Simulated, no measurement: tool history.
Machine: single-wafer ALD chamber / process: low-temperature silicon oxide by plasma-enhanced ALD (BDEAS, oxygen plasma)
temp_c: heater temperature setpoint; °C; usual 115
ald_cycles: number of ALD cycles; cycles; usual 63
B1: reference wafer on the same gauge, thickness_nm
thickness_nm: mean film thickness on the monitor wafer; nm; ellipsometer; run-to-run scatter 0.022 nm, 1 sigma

Run 1, hour 0: usual settings but ald_cycles 59 cycles; B1 9.186. Result: thickness_nm 8.312 nm.
Run 2, hour 25.8: usual settings but temp_c 104 °C; B1 9.197. Result: thickness_nm 9.087 nm.
Run 3, hour 49.9: usual settings but temp_c 104 °C; B1 9.207. Result: thickness_nm 9.062 nm.
Run 4, hour 112.9: usual settings but temp_c 104 °C; B1 9.228. Result: thickness_nm 9.08 nm.
Run 5, hour 166.4: usual settings but ald_cycles 53 cycles; B1 9.249. Result: thickness_nm 7.478 nm.
Run 6, hour 230.4: usual settings but ald_cycles 53 cycles; B1 9.272. Result: thickness_nm 7.529 nm.
Run 7, hour 275.3: usual settings but ald_cycles 53 cycles; B1 9.288. Result: thickness_nm 7.568 nm.
At hour 388.8: gauge calibrated.
Run 8, hour 392.5: usual settings; B1 9.112. Result: thickness_nm 8.751 nm.
Run 9, hour 418.9: usual settings; B1 9.126. Result: thickness_nm 8.785 nm.
Run 10, hour 450.9: usual settings but temp_c 103 °C, ald_cycles 55 cycles; B1 9.132. Result: thickness_nm 7.86 nm.
At hour 498.8: thermocouple changed; heater temperature recalibrated.
Run 11, hour 511.5: usual settings but temp_c 119 °C, ald_cycles 55 cycles; B1 9.157. Result: thickness_nm 7.656 nm.
Run 12, hour 577.8: usual settings but ald_cycles 52 cycles; B1 9.183. Result: thickness_nm 7.323 nm.
Run 13, hour 603.9: usual settings but temp_c 109 °C; B1 9.19. Result: thickness_nm 8.978 nm.
Run 14, hour 648.6: usual settings but temp_c 102 °C, ald_cycles 70 cycles; B1 9.208. Result: thickness_nm 10.132 nm.
Run 15, hour 685.7: usual settings but temp_c 101 °C, ald_cycles 53 cycles; B1 9.221. Result: thickness_nm 7.647 nm.
Run 16, hour 747.8: usual settings but temp_c 105 °C, ald_cycles 67 cycles; B1 9.248. Result: thickness_nm 9.614 nm.
Run 17, hour 772.8: usual settings but temp_c 125 °C, ald_cycles 67 cycles; B1 9.251. Result: thickness_nm 9.34 nm.
Run 18, hour 804: usual settings; B1 9.265. Result: thickness_nm 8.926 nm.

Predict each of these 3 candidate next runs independently; none follows another, all start after run 18:
Run A, hour 804.5: usual settings; B1 ?. Result: thickness_nm ?.
Run B, hour 804.5: usual settings but temp_c 105 °C; B1 ?. Result: thickness_nm ?.
Run C, hour 804.5: usual settings but ald_cycles 60 cycles; B1 ?. Result: thickness_nm ?.

run     B1  thickness_nm
  A  9.262         8.954
  B  9.262           9.1
  C  9.262         8.528
Without the tool's hidden state the same runs would have given:
run  thickness_nm
  A         8.804
  B         8.948
  C         8.385

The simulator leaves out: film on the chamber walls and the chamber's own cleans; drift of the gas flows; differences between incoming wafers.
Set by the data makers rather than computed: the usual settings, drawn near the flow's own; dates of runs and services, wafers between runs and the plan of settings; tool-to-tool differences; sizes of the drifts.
